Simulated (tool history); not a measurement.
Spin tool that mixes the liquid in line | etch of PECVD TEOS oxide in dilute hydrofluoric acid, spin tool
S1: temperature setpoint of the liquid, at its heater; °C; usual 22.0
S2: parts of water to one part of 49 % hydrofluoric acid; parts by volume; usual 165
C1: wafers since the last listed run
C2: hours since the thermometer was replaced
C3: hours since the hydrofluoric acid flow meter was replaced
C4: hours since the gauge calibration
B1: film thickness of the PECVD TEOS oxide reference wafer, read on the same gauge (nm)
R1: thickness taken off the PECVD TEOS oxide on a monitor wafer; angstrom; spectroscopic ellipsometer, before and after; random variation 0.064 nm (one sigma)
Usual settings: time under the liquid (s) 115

run 1 hour=0.0 | S1=22.0 S2=105 time_under_the_liquid_(s)=95 | C1=0 C2=2335.8 C3=808.0 C4=179.2 | B1=59.99 | R1=123.0
run 2 hour=15.4 | S1=22.0 S2=105 time_under_the_liquid_(s)=95 | C1=139 C2=2351.2 C3=823.4 C4=194.6 | B1=59.95 | R1=123.4
run 3 hour=50.5 | S1=22.0 S2=165 time_under_the_liquid_(s)=115 | C1=318 C2=2386.3 C3=858.5 C4=229.7 | B1=59.99 | R1=87.2
run 4 hour=61.2 | S1=22.0 S2=165 time_under_the_liquid_(s)=115 | C1=97 C2=2397.0 C3=869.2 C4=240.4 | B1=59.96 | R1=88.0
run 5 hour=76.7 | S1=24.0 S2=215 time_under_the_liquid_(s)=115 | C1=140 C2=2412.5 C3=884.7 C4=255.9 | B1=59.99 | R1=67.9
run 6 hour=94.0 | S1=24.0 S2=215 time_under_the_liquid_(s)=115 | C1=156 C2=2429.8 C3=902.0 C4=273.2 | B1=60.02 | R1=67.7
run 7 hour=104.0 | S1=22.0 S2=115 time_under_the_liquid_(s)=115 | C1=90 C2=2439.8 C3=912.0 C4=283.2 | B1=59.97 | R1=132.6
run 8 hour=144.0 | S1=22.0 S2=115 time_under_the_liquid_(s)=115 | C1=362 C2=2479.8 C3=952.0 C4=323.2 | B1=59.99 | R1=132.7
run 9 hour=152.5 | S1=22.0 S2=115 time_under_the_liquid_(s)=115 | C1=77 C2=2488.3 C3=960.5 C4=331.7 | B1=60.03 | R1=131.4
run 10 hour=168.1 | S1=18.5 S2=165 time_under_the_liquid_(s)=75 | C1=141 C2=2503.9 C3=976.1 C4=347.3 | B1=60.02 | R1=48.9
-- hour=168.9 gauge calibrated
run 11 hour=178.5 | S1=22.0 S2=165 time_under_the_liquid_(s)=115 | C1=94 C2=2514.3 C3=986.5 C4=9.6 | B1=60.03 | R1=86.9
run 12 hour=203.3 | S1=23.0 S2=165 time_under_the_liquid_(s)=115 | C1=224 C2=2539.1 C3=1011.3 C4=34.4 | B1=59.98 | R1=90.5
run 13 hour=219.0 | S1=23.0 S2=165 time_under_the_liquid_(s)=115 | C1=142 C2=2554.8 C3=1027.0 C4=50.1 | B1=60.00 | R1=89.3
run 14 hour=229.0 | S1=26.0 S2=125 time_under_the_liquid_(s)=65 | C1=90 C2=2564.8 C3=1037.0 C4=60.1 | B1=59.99 | R1=78.0
run 15 hour=245.0 | S1=20.0 S2=165 time_under_the_liquid_(s)=85 | C1=145 C2=2580.8 C3=1053.0 C4=76.1 | B1=60.00 | R1=58.6
run 16 hour=253.9 | S1=26.0 S2=135 time_under_the_liquid_(s)=60 | C1=80 C2=2589.7 C3=1061.9 C4=85.0 | B1=60.04 | R1=66.3

Run 17 comes next. What will it give?
run 17 hour=261.5 | S1=17.5 S2=240 time_under_the_liquid_(s)=95 | C1=68 C2=2597.3 C3=1069.5 C4=92.6 | B1=? | R1=?

Run 17 gave B1 60.00, R1 37.4 angstrom.
Without the tool's hidden state the same run would have given R1 44.2 angstrom.
